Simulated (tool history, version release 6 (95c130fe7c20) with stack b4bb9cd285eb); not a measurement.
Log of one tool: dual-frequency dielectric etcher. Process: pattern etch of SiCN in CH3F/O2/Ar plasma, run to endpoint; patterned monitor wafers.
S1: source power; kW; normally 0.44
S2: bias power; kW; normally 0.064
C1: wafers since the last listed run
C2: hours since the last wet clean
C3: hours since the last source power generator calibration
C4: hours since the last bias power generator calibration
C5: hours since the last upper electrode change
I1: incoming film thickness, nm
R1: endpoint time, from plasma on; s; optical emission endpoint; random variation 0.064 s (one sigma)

| run | hour | S1 | S2 | C1 | C2 | C3 | C4 | C5 | I1 | R1 |
|---|---|---|---|---|---|---|---|---|---|---|
| 1 | 0 | 0.48 | 0.064 | 0 | 407.3 | 2581 | 3262.6 | 2538.2 | 6.78 | 19.7 |
| 2 | 26.7 | 0.39 | 0.055 | 336 | 434 | 2607.7 | 3289.3 | 2564.9 | 6.8 | 22.5 |
| 3 | 55.6 | 0.39 | 0.055 | 363 | 462.9 | 2636.6 | 3318.2 | 2593.8 | 6.85 | 22.4 |
|  | 89.7 | wet clean of the chamber |
| 4 | 95.8 | 0.39 | 0.055 | 203 | 6.1 | 2676.8 | 3358.4 | 2634 | 6.83 | 23.2 |
| 5 | 120.9 | 0.44 | 0.064 | 315 | 31.2 | 2701.9 | 3383.5 | 2659.1 | 6.82 | 21 |
| 6 | 244.2 | 0.44 | 0.064 | 1551 | 154.5 | 2825.2 | 3506.8 | 2782.4 | 6.81 | 20.9 |
| 7 | 304.7 | 0.44 | 0.064 | 761 | 215 | 2885.7 | 3567.3 | 2842.9 | 6.81 | 20.7 |
| 8 | 372.9 | 0.44 | 0.064 | 858 | 283.2 | 2953.9 | 3635.5 | 2911.1 | 6.8 | 20.6 |
| 9 | 418.7 | 0.44 | 0.075 | 576 | 329 | 2999.7 | 3681.3 | 2956.9 | 6.78 | 19.4 |
| 10 | 455.8 | 0.44 | 0.075 | 466 | 366.1 | 3036.8 | 3718.4 | 2994 | 6.86 | 19.5 |
|  | 579.2 | wet clean of the chamber |
| 11 | 579.7 | 0.44 | 0.064 | 1257 | 0.5 | 3160.7 | 3842.3 | 3117.9 | 6.76 | 21.1 |
| 12 | 619.6 | 0.44 | 0.064 | 502 | 40.4 | 3200.6 | 3882.2 | 3157.8 | 6.85 | 21.4 |
| 13 | 759 | 0.44 | 0.064 | 1754 | 179.8 | 3340 | 4021.6 | 3297.2 | 6.79 | 20.9 |
|  | 816.1 | bias power generator calibrated |
| 14 | 823.1 | 0.44 | 0.064 | 756 | 243.9 | 3404.1 | 7 | 3361.3 | 6.79 | 20.8 |
| 15 | 851.4 | 0.44 | 0.064 | 356 | 272.2 | 3432.4 | 35.3 | 3389.6 | 6.85 | 21 |
| 16 | 917.8 | 0.44 | 0.064 | 835 | 338.6 | 3498.8 | 101.7 | 3456 | 6.86 | 20.8 |
| 17 | 986.1 | 0.44 | 0.064 | 859 | 406.9 | 3567.1 | 170 | 3524.3 | 6.87 | 20.8 |
|  | 1037.9 | wet clean of the chamber |
| 18 | 1045.8 | 0.36 | 0.057 | 449 | 7.9 | 3626.8 | 229.7 | 3584 | 6.8 | 23.6 |
|  | 1082.5 | upper electrode replaced |
| 19 | 1084.8 | 0.44 | 0.064 | 188 | 46.9 | 3665.8 | 268.7 | 2.3 | 6.85 | 21.3 |
| 20 | 1112 | 0.5 | 0.069 | 342 | 74.1 | 3693 | 295.9 | 29.5 | 6.82 | 19.6 |
| 21 | 1141.4 | 0.33 | 0.076 | 370 | 103.5 | 3722.4 | 325.3 | 58.9 | 6.75 | 21.4 |
| 22 | 1166.5 | 0.36 | 0.079 | 315 | 128.6 | 3747.5 | 350.4 | 84 | 6.81 | 20.7 |
| 23 | 1227.5 | 0.5 | 0.054 | 767 | 189.6 | 3808.5 | 411.4 | 145 | 6.81 | 21.4 |
| 24 | 1252.3 | 0.53 | 0.054 | 312 | 214.4 | 3833.3 | 436.2 | 169.8 | 6.79 | 20.8 |
| 25 | 1292.1 | 0.36 | 0.07 | 500 | 254.2 | 3873.1 | 476 | 209.6 | 6.82 | 21.6 |
| 26 | 1321.3 | 0.44 | 0.064 | 367 | 283.4 | 3902.3 | 505.2 | 238.8 | 6.82 | 20.9 |
| 27 | 1368.2 | 0.44 | 0.053 | 590 | 330.3 | 3949.2 | 552.1 | 285.7 | 6.84 | 22.3 |
| 28 | 1428.6 | 0.44 | 0.064 | 760 | 390.7 | 4009.6 | 612.5 | 346.1 | 6.73 | 20.3 |
|  | 1480.7 | wet clean of the chamber |
| 29 | 1499.6 | 0.49 | 0.055 | 591 | 18.9 | 4080.6 | 683.5 | 417.1 | 6.75 | 21.4 |
| 30 | 1564.8 | 0.36 | 0.053 | 820 | 84.1 | 4145.8 | 748.7 | 482.3 | 6.82 | 24.2 |
|  | 1597.1 | source power generator calibrated |
| 31 | 1605 | 0.49 | 0.064 | 455 | 124.3 | 7.9 | 788.9 | 522.5 | 6.73 | 20 |
| 32 | 1816.7 | 0.35 | 0.049 | 2664 | 336 | 219.6 | 1000.6 | 734.2 | 6.8 | 24.5 |
| 33 | 1876.8 | 0.4 | 0.053 | 756 | 396.1 | 279.7 | 1060.7 | 794.3 | 6.84 | 22.8 |
|  | 1955.4 | wet clean of the chamber |
| 34 | 1955.9 | 0.36 | 0.053 | 693 | 0.5 | 358.8 | 1139.8 | 873.4 | 6.76 | 23.9 |
| 35 | 1999 | 0.44 | 0.08 | 542 | 43.6 | 401.9 | 1182.9 | 916.5 | 6.77 | 19.2 |
| 36 | 2042.1 | 0.44 | 0.056 | 542 | 86.7 | 445 | 1226 | 959.6 | 6.76 | 21.7 |

3 ways to go on from here, each from the tool as it stands after run 36. What would each give?
| A | 2042.5 | 0.44 | 0.064 | 5 | 87.1 | 445.4 | 1226.4 | 960 | 6.75 | ? |
| B | 2042.5 | 0.55 | 0.071 | 5 | 87.1 | 445.4 | 1226.4 | 960 | 6.75 | ? |
| C | 2042.5 | 0.36 | 0.074 | 5 | 87.1 | 445.4 | 1226.4 | 960 | 6.75 | ? |

| run | R1 |
|---|---|
| A | 20.7 |
| B | 18.5 |
| C | 21 |
The same runs, with their run-to-run variation unchanged, on a tool lacking any hidden condition would have given:
| run | R1 |
|---|---|
| A | 20.9 |
| B | 18.7 |
| C | 21.2 |
